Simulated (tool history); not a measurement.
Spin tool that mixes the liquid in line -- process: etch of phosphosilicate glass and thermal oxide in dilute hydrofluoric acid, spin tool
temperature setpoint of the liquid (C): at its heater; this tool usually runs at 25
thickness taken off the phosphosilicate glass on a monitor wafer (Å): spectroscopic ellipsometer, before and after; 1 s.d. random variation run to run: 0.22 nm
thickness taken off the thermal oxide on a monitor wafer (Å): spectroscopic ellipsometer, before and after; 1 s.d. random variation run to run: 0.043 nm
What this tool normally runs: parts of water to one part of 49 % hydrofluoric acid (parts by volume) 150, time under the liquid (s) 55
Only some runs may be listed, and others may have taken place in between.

| run | day | temperature setpoint of the liquid (C) | parts of water to one part of 49 % hydrofluoric acid (parts by volume) | time under the liquid (s) | read-back film thickness of the phosphosilicate glass reference wafer, read on the same gauge (nm) | read-back film thickness of the thermal oxide reference wafer, read on the same gauge (nm) | thickness taken off the phosphosilicate glass on a monitor wafer (Å) | thickness taken off the thermal oxide on a monitor wafer (Å) |
|---|---|---|---|---|---|---|---|---|
| 1 | 0 | 25 | 150 | 40 | 89.99 | 70.031 | 319.2 | 12.85 |
| 2 | 0.583 | 25 | 150 | 40 | 89.97 | 70.001 | 318.5 | 13.7 |
| 3 | 1.538 | 25 | 150 | 40 | 90.01 | 70.056 | 317.4 | 12.47 |
| 4 | 2.583 | 25 | 150 | 55 | 90.01 | 70.028 | 439.8 | 17.74 |
| 5 | 3.904 | 25 | 150 | 55 | 90.01 | 69.997 | 440.9 | 18.23 |
|  | 4.017 | gauge calibrated |
| 6 | 4.721 | 25 | 150 | 55 | 89.98 | 70.022 | 441.9 | 17.83 |
| 7 | 6.038 | 25 | 150 | 30 | 89.98 | 70.024 | 239.5 | 9.81 |
| 8 | 6.75 | 29.5 | 105 | 30 | 89.99 | 69.989 | 429.1 | 17.4 |
| 9 | 7.629 | 25 | 150 | 85 | 90 | 70.008 | 676.5 | 27.89 |
| 10 | 8.696 | 20.5 | 150 | 35 | 89.99 | 70.024 | 234 | 9.42 |
| 11 | 9.304 | 25 | 150 | 55 | 89.98 | 70.013 | 439.3 | 18.61 |
| 12 | 10.142 | 22 | 225 | 75 | 89.99 | 69.991 | 328.7 | 13.63 |
| 13 | 11.296 | 28.5 | 75 | 75 | 89.99 | 69.949 | 1506.3 | 63.91 |
| 14 | 12.55 | 25 | 85 | 40 | 89.99 | 70.01 | 610 | 25.66 |
| 15 | 13.208 | 20.5 | 150 | 70 | 89.98 | 69.977 | 469.3 | 19.9 |
| 16 | 13.975 | 28.5 | 105 | 20 | 89.98 | 69.976 | 276.7 | 11.15 |
| 17 | 15.342 | 25 | 150 | 55 | 89.98 | 70.007 | 438.7 | 18.4 |
|  | 15.554 | hydrofluoric acid flow meter replaced |
| 18 | 16.967 | 29 | 170 | 35 | 90 | 69.982 | 281.2 | 11.35 |
| 19 | 17.892 | 25 | 150 | 55 | 89.98 | 69.981 | 439.9 | 18.59 |
| 20 | 18.821 | 23.5 | 95 | 55 | 90.01 | 69.995 | 697.5 | 29.14 |
| 21 | 19.808 | 25 | 205 | 40 | 90.06 | 70.01 | 220 | 9.33 |
| 22 | 21.254 | 26.5 | 150 | 55 | 90 | 70.03 | 463.6 | 19.02 |
| 23 | 22.358 | 25 | 120 | 85 | 90.01 | 69.981 | 878.2 | 37.26 |
| 24 | 26.238 | 25 | 170 | 55 | 90 | 70.012 | 377.3 | 15.56 |
| 25 | 27.733 | 25 | 120 | 55 | 89.99 | 69.986 | 565.9 | 22.78 |
| 26 | 29.125 | 29.5 | 150 | 55 | 89.97 | 69.991 | 515.5 | 21.31 |
|  | 29.742 | gauge calibrated |
| 27 | 30.346 | 27.5 | 215 | 80 | 89.98 | 69.953 | 455.4 | 17.58 |

Each row is a separate what-if for the run after 27, all from the same tool condition, not one after another. Results?
| A | 30.362 | 25 | 150 | 55 | ? | ? | ? | ? |
| B | 30.362 | 25 | 150 | 65 | ? | ? | ? | ? |
| C | 30.362 | 25 | 200 | 85 | ? | ? | ? | ? |

| run | read-back film thickness of the phosphosilicate glass reference wafer, read on the same gauge (nm) | read-back film thickness of the thermal oxide reference wafer, read on the same gauge (nm) | thickness taken off the phosphosilicate glass on a monitor wafer (Å) | thickness taken off the thermal oxide on a monitor wafer (Å) |
|---|---|---|---|---|
| A | 90.01 | 70.013 | 438.4 | 19.04 |
| B | 90.01 | 70.013 | 518.1 | 22.5 |
| C | 90.01 | 70.013 | 480.1 | 20.85 |
Without the tool's hidden state the same runs would have given:
| run | thickness taken off the phosphosilicate glass on a monitor wafer (Å) | thickness taken off the thermal oxide on a monitor wafer (Å) |
|---|---|---|
| A | 438.4 | 19.04 |
| B | 518.1 | 22.5 |
| C | 480.1 | 20.85 |
